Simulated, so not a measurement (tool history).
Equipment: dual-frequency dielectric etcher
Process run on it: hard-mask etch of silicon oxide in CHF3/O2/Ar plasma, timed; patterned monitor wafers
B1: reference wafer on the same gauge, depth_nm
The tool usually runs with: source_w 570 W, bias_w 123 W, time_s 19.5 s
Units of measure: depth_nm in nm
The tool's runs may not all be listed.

{"run": 1, "hour": 0.0, "source_w": 570, "bias_w": 123, "time_s": 23, "B1": 38.81, "depth_nm": 41.31}
{"run": 2, "hour": 14.5, "source_w": 570, "bias_w": 123, "time_s": 23, "B1": 38.79, "depth_nm": 41.26}
{"run": 3, "hour": 26.4, "source_w": 630, "bias_w": 123, "time_s": 19.5, "B1": 38.8, "depth_nm": 36.26}
{"run": 4, "hour": 33.1, "source_w": 630, "bias_w": 123, "time_s": 19.5, "B1": 38.78, "depth_nm": 36.28}
{"run": 5, "hour": 46.2, "source_w": 570, "bias_w": 115, "time_s": 19.5, "B1": 38.81, "depth_nm": 34.43}
{"run": 6, "hour": 62.4, "source_w": 570, "bias_w": 123, "time_s": 19.5, "B1": 38.78, "depth_nm": 34.98}
{"run": 7, "hour": 70.7, "source_w": 570, "bias_w": 123, "time_s": 19.5, "B1": 38.79, "depth_nm": 35.01}
{"run": 8, "hour": 80.8, "source_w": 570, "bias_w": 123, "time_s": 19.5, "B1": 38.79, "depth_nm": 35}
{"run": 9, "hour": 96.2, "source_w": 570, "bias_w": 123, "time_s": 19.5, "B1": 38.81, "depth_nm": 35.08}
{"run": 10, "hour": 111.0, "source_w": 570, "bias_w": 123, "time_s": 19.5, "B1": 38.79, "depth_nm": 35.11}
{"run": 11, "hour": 127.5, "source_w": 570, "bias_w": 123, "time_s": 19.5, "B1": 38.8, "depth_nm": 35.22}
{"run": 12, "hour": 133.8, "source_w": 630, "bias_w": 105, "time_s": 19.5, "B1": 38.79, "depth_nm": 34.85}
{"run": 13, "hour": 162.0, "source_w": 570, "bias_w": 123, "time_s": 19.5, "B1": 38.8, "depth_nm": 35.09}
{"run": 14, "hour": 162.3, "source_w": 570, "bias_w": 123, "time_s": 19.5, "B1": 38.8, "depth_nm": 35.06}
{"run": 15, "hour": 168.0, "source_w": 650, "bias_w": 108, "time_s": 21.5, "B1": 38.8, "depth_nm": 39.23}
{"run": 16, "hour": 178.3, "source_w": 610, "bias_w": 123, "time_s": 21, "B1": 38.81, "depth_nm": 38.69}
{"run": 17, "hour": 188.7, "source_w": 570, "bias_w": 123, "time_s": 19.5, "B1": 38.8, "depth_nm": 35.14}
{"run": 18, "hour": 197.4, "source_w": 530, "bias_w": 141, "time_s": 19.5, "B1": 38.8, "depth_nm": 35.55}
{"run": 19, "hour": 212.3, "source_w": 570, "bias_w": 132, "time_s": 19.5, "B1": 38.82, "depth_nm": 35.75}
{"run": 20, "hour": 220.3, "source_w": 440, "bias_w": 95, "time_s": 24.5, "B1": 38.82, "depth_nm": 37.85}
{"run": 21, "hour": 228.4, "source_w": 510, "bias_w": 108, "time_s": 14, "B1": 38.78, "depth_nm": 23.58}
{"run": 22, "hour": 236.2, "source_w": 570, "bias_w": 123, "time_s": 19.5, "B1": 38.78, "depth_nm": 35.1}
{"run": 23, "hour": 243.2, "source_w": 670, "bias_w": 123, "time_s": 19.5, "B1": 38.8, "depth_nm": 37.32}
{"run": 24, "hour": 256.7, "source_w": 460, "bias_w": 123, "time_s": 19.5, "B1": 38.79, "depth_nm": 32.85}
{"run": 25, "hour": 263.9, "source_w": 570, "bias_w": 123, "time_s": 19.5, "B1": 38.81, "depth_nm": 35.18}
{"run": 26, "hour": 281.9, "source_w": 570, "bias_w": 147, "time_s": 19.5, "B1": 38.81, "depth_nm": 36.99}
{"run": 27, "hour": 328.9, "source_w": 570, "bias_w": 123, "time_s": 19.5, "B1": 38.8, "depth_nm": 34.75}
{"run": 28, "hour": 372.6, "source_w": 570, "bias_w": 123, "time_s": 15.5, "B1": 38.79, "depth_nm": 27.68}
{"run": 29, "hour": 388.0, "source_w": 570, "bias_w": 123, "time_s": 19.5, "B1": 38.81, "depth_nm": 34.79}

Missing from the log above: 5 entries noted between runs. For each, name the pair of listed runs it sits between and say how the tool's hidden condition differs from the listed run just before to the listed run just after:
Logged between run 10 and run 11: gauge calibrated (hour 117.2)
  etch rate over this chamber's usual, %: 1.09 -> 1.13
  difference, measured minus the result without the unlogged condition, depth_nm: +0.38 -> +0.4 nm
Logged between run 12 and run 13: upper electrode replaced (hour 161.5)
  etch rate over this chamber's usual, %: 1.15 -> 1.21
  difference, measured minus the result without the unlogged condition, depth_nm: +0.39 -> +0.42 nm
Logged between run 16 and run 17: bias power generator calibrated (hour 188.2)
  etch rate over this chamber's usual, %: 1.25 -> 1.28
  difference, measured minus the result without the unlogged condition, depth_nm: +0.48 -> +0.45 nm
Logged between run 18 and run 19: source power generator calibrated (hour 211.8)
  etch rate over this chamber's usual, %: 1.3 -> 1.34
  difference, measured minus the result without the unlogged condition, depth_nm: +0.46 -> +0.47 nm
Logged between run 26 and run 27: wet clean of the chamber (hour 307.2)
  etch rate over this chamber's usual, %: 1.5 -> 0.0467
  difference, measured minus the result without the unlogged condition, depth_nm: +0.55 -> +0.02 nm
